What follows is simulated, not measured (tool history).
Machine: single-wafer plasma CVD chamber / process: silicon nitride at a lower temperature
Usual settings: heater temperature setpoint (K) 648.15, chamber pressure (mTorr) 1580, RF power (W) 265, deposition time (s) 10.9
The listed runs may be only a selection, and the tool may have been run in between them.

| run | hour | heater temperature setpoint (K) | chamber pressure (mTorr) | RF power (W) | deposition time (s) | wafers since the last listed run | hours since the last thermocouple change | hours since the last RF generator calibration | hours since the last manometer calibration | hours since the showerhead was replaced | hours since the gauge calibration | read-back reference wafer on the same gauge, thickness_nm | mean film thickness on the monitor wafer (angstrom) |
|---|---|---|---|---|---|---|---|---|---|---|---|---|---|
| 1 | 0.0 | 648.15 | 1580 | 265 | 10.9 | 0 | 52.7 | 1190.9 | 1681.7 | 4286.4 | 1047.8 | 11.289 | 129.79 |
| 2 | 73.1 | 648.15 | 1580 | 265 | 10.9 | 2127 | 125.8 | 1264.0 | 1754.8 | 4359.5 | 1120.9 | 11.297 | 130.50 |
| 3 | 140.7 | 648.15 | 1580 | 265 | 10.9 | 1967 | 193.4 | 1331.6 | 1822.4 | 4427.1 | 1188.5 | 11.304 | 130.62 |
| 4 | 223.5 | 648.15 | 1580 | 265 | 10.9 | 2409 | 276.2 | 1414.4 | 1905.2 | 4509.9 | 1271.3 | 11.285 | 129.99 |
| 5 | 284.1 | 648.15 | 1580 | 265 | 10.9 | 1763 | 336.8 | 1475.0 | 1965.8 | 4570.5 | 1331.9 | 11.290 | 129.70 |
| 6 | 360.8 | 648.15 | 1580 | 265 | 10.9 | 2232 | 413.5 | 1551.7 | 2042.5 | 4647.2 | 1408.6 | 11.307 | 131.47 |
|  | 482.2 | showerhead replaced |
| 7 | 502.5 | 648.15 | 1580 | 265 | 10.9 | 3891 | 555.2 | 1693.4 | 2184.2 | 20.3 | 1550.3 | 11.301 | 131.37 |
| 8 | 642.2 | 648.15 | 1580 | 265 | 10.9 | 4065 | 694.9 | 1833.1 | 2323.9 | 160.0 | 1690.0 | 11.295 | 131.02 |
|  | 673.0 | capacitance manometer re-zeroed and calibrated |
| 9 | 721.2 | 648.15 | 1580 | 265 | 10.9 | 2066 | 773.9 | 1912.1 | 48.2 | 239.0 | 1769.0 | 11.317 | 127.61 |
| 10 | 793.1 | 648.15 | 1580 | 265 | 10.9 | 2092 | 845.8 | 1984.0 | 120.1 | 310.9 | 1840.9 | 11.306 | 128.64 |
| 11 | 831.9 | 648.15 | 1430 | 285 | 9.7 | 1129 | 884.6 | 2022.8 | 158.9 | 349.7 | 1879.7 | 11.288 | 115.49 |
|  | 912.9 | gauge calibrated |
| 12 | 926.3 | 648.15 | 1420 | 300 | 9.0 | 2747 | 979.0 | 2117.2 | 253.3 | 444.1 | 13.4 | 11.295 | 110.25 |
|  | 968.4 | RF generator calibrated |
| 13 | 979.8 | 656.15 | 1400 | 305 | 10.1 | 1324 | 1032.5 | 11.4 | 306.8 | 497.6 | 66.9 | 11.305 | 123.73 |
| 14 | 1079.3 | 663.15 | 1880 | 265 | 10.9 | 2895 | 1132.0 | 110.9 | 406.3 | 597.1 | 166.4 | 11.311 | 136.47 |
| 15 | 1137.7 | 648.15 | 1580 | 265 | 10.9 | 1699 | 1190.4 | 169.3 | 464.7 | 655.5 | 224.8 | 11.314 | 129.09 |
| 16 | 1192.5 | 648.15 | 1580 | 265 | 10.9 | 1594 | 1245.2 | 224.1 | 519.5 | 710.3 | 279.6 | 11.308 | 128.17 |
| 17 | 1236.8 | 648.15 | 1580 | 315 | 9.6 | 1289 | 1289.5 | 268.4 | 563.8 | 754.6 | 323.9 | 11.291 | 126.30 |
| 18 | 1284.7 | 648.15 | 1310 | 240 | 10.9 | 1394 | 1337.4 | 316.3 | 611.7 | 802.5 | 371.8 | 11.304 | 112.07 |
| 19 | 1380.0 | 648.15 | 1580 | 220 | 10.9 | 2773 | 1432.7 | 411.6 | 707.0 | 897.8 | 467.1 | 11.292 | 114.26 |
| 20 | 1449.9 | 648.15 | 1580 | 300 | 10.9 | 2034 | 1502.6 | 481.5 | 776.9 | 967.7 | 537.0 | 11.310 | 137.99 |
| 21 | 1526.4 | 648.15 | 1430 | 285 | 9.7 | 2226 | 1579.1 | 558.0 | 853.4 | 1044.2 | 613.5 | 11.301 | 115.44 |
|  | 1534.5 | thermocouple changed; heater temperature recalibrated |
| 22 | 1629.3 | 648.15 | 1580 | 265 | 10.9 | 2761 | 94.8 | 660.9 | 956.3 | 1147.1 | 716.4 | 11.292 | 128.42 |
| 23 | 1690.9 | 648.15 | 1580 | 305 | 10.9 | 1792 | 156.4 | 722.5 | 1017.9 | 1208.7 | 778.0 | 11.294 | 140.84 |
| 24 | 1794.4 | 648.15 | 1580 | 265 | 10.9 | 3012 | 259.9 | 826.0 | 1121.4 | 1312.2 | 881.5 | 11.305 | 128.56 |
| 25 | 1872.1 | 644.15 | 1740 | 265 | 10.9 | 2261 | 337.6 | 903.7 | 1199.1 | 1389.9 | 959.2 | 11.299 | 134.04 |
| 26 | 1943.0 | 655.15 | 1890 | 245 | 9.2 | 2063 | 408.5 | 974.6 | 1270.0 | 1460.8 | 1030.1 | 11.316 | 110.32 |
| 27 | 1997.5 | 648.15 | 1580 | 225 | 12.7 | 1586 | 463.0 | 1029.1 | 1324.5 | 1515.3 | 1084.6 | 11.306 | 136.43 |
| 28 | 2046.4 | 648.15 | 1950 | 265 | 12.7 | 1423 | 511.9 | 1078.0 | 1373.4 | 1564.2 | 1133.5 | 11.317 | 162.07 |
| 29 | 2082.8 | 648.15 | 1580 | 250 | 10.9 | 1059 | 548.3 | 1114.4 | 1409.8 | 1600.6 | 1169.9 | 11.312 | 124.59 |

Measured minus without-hidden-state, run by run (identical run-to-run variation in each term; gauge scatter may differ):
What the log doesn't record here: wafer temperature above the value expected at the setpoint (K); delivered RF power above the setpoint (%); true pressure above the setpoint (%); gauge reads high (%).
| run | mean film thickness on the monitor wafer (angstrom) |
|---|---|
| 1 | +1.43 |
| 2 | +1.56 |
| 3 | +1.69 |
| 4 | +1.82 |
| 5 | +1.94 |
| 6 | +2.11 |
| 7 | +2.39 |
| 8 | +2.67 |
| 9 | -0.24 |
| 10 | -0.24 |
| 11 | -0.21 |
| 12 | -0.18 |
| 13 | -0.20 |
| 14 | -0.16 |
| 15 | -0.13 |
| 16 | -0.11 |
| 17 | -0.08 |
| 18 | -0.05 |
| 19 | +0.01 |
| 20 | +0.08 |
| 21 | +0.12 |
| 22 | +0.23 |
| 23 | +0.31 |
| 24 | +0.40 |
| 25 | +0.50 |
| 26 | +0.46 |
| 27 | +0.69 |
| 28 | +0.83 |
| 29 | +0.75 |

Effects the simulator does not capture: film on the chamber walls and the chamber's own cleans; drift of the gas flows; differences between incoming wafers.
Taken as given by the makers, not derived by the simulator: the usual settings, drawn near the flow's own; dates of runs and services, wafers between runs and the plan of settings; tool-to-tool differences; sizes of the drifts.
